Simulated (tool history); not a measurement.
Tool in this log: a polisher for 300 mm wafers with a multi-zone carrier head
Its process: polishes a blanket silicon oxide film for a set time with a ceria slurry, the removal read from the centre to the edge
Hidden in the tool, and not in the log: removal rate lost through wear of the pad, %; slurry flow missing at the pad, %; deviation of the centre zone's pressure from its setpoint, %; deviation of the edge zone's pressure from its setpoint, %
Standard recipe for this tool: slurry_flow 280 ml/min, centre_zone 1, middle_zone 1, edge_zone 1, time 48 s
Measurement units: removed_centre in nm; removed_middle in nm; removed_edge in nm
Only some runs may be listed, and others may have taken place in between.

run,hour,slurry_flow,centre_zone,middle_zone,edge_zone,time,wafers since the last listed run,wafers polished on this pad,hours since the slurry nozzle was cleaned,hours since the centre zone pressure was calibrated,hours since the edge zone pressure was calibrated,hours since the carrier head's membrane was replaced,"incoming thickness of the incoming film, nm",removed_centre,removed_middle,removed_edge
1,0,340,0.88,1,0.9,65,0,1980,266.2,325,610.4,946.6,932.4,204.2,229.7,215.7
2,47.6,280,0.91,1.08,1.09,64,772,2753,313.8,372.6,658,994.2,918.5,198.9,230.1,224.3
3,106.6,280,1,1,1,48,957,3710,372.8,431.6,717,1053.2,925.9,165,160.3,160.9
4,177.5,340,0.93,0.93,1,58,1150,4861,443.7,502.5,787.9,1124.1,934.5,188.5,187.6,196.2
5,259.3,280,0.95,1.1,1,48,1327,6188,525.5,584.3,869.7,1205.9,949.1,153.3,168.2,160.6
# hour 299.8: slurry nozzle cleaned
6,300.3,280,1,1,1,48,649,6837,0.5,625.3,910.7,1246.9,931.4,170.4,162.6,165.8
# hour 312.3: centre zone pressure recalibrated
7,361.6,280,1,1,1.11,56,962,7799,61.8,49.3,972,1308.2,943.5,195,195.2,200.3
8,460.3,185,1,1,1.08,48,1601,9401,160.5,148,1070.7,1406.9,926.7,159.1,157.6,160.1
# hour 475.4: carrier head's membrane replaced by a new one
# hour 496.1: worn pad replaced by a new one
# hour 524.6: edge zone pressure recalibrated
9,538.5,280,1,1,1,48,1090,654,238.7,226.2,13.9,63.1,931.3,165.8,160.9,163.9
10,581.5,280,1,1.08,1.06,61,697,1352,281.7,269.2,56.9,106.1,920.2,213,218.4,211.9
11,637.4,280,1,1,1,48,907,2259,337.6,325.1,112.8,162,928.7,165.5,162,163.2
12,744,245,1.07,1,1,48,1729,3989,444.2,431.7,219.4,268.6,922.8,171.8,155,158.5
13,783.2,215,0.95,1.08,1,55,636,4625,483.4,470.9,258.6,307.8,942.2,170.2,184.3,175.2
14,821.9,355,1,1,1,48,627,5253,522.1,509.6,297.3,346.5,934.6,165.8,161.3,163.5
# hour 841.6: centre zone pressure recalibrated
15,895.1,330,1,1,1.08,48,1155,6408,595.3,53.5,370.5,419.7,928.9,163,161.8,164.6
16,932.8,205,0.94,1.04,1,64,611,7020,633,91.2,408.2,457.4,923.1,187.7,201.8,202
# hour 1001.3: slurry nozzle cleaned
17,1024.3,280,1,1,1,48,1468,8489,23,182.7,499.7,548.9,946.5,169.4,167,164.2
18,1067.2,280,1,1,1.1,48,696,9185,65.9,225.6,542.6,591.8,928.6,168.6,161,172.4
# hour 1077.8: worn pad replaced by a new one
19,1130.8,280,1.08,0.92,1,48,967,859,129.5,289.2,606.2,655.4,921,180,155.6,164.5
20,1186.5,280,0.95,1.06,0.9,48,903,1763,185.2,344.9,661.9,711.1,931,158.1,173.3,155.4
21,1242.6,230,1.05,1,0.92,53,910,2673,241.3,401,718,767.2,927.2,189.5,171.6,168.9

Alternative continuations, all from the tool just after run 21; predict every row:
A,1243,280,1,1,0.94,48,6,2680,241.7,401.4,718.4,767.6,947.7,?,?,?
B,1243,280,1,1.12,0.89,33,6,2680,241.7,401.4,718.4,767.6,947.7,?,?,?
C,1243,280,1,1.08,1,48,6,2680,241.7,401.4,718.4,767.6,947.7,?,?,?
D,1243,280,1,1,0.91,35,6,2680,241.7,401.4,718.4,767.6,947.7,?,?,?
E,1243,280,1,1,0.93,64,6,2680,241.7,401.4,718.4,767.6,947.7,?,?,?

run,removed_centre,removed_middle,removed_edge
A,165.2,162.9,156.7
B,113.7,119.1,104.9
C,165.3,169.8,161.2
D,120.5,118.8,112.5
E,220.3,217.2,207.9
What these runs would have given with no unlogged condition in the tool:
run,removed_centre,removed_middle,removed_edge
A,168.3,165.6,158.7
B,115.8,121.1,106.3
C,168.4,172.6,163.3
D,122.7,120.8,114
E,224.4,220.8,210.5

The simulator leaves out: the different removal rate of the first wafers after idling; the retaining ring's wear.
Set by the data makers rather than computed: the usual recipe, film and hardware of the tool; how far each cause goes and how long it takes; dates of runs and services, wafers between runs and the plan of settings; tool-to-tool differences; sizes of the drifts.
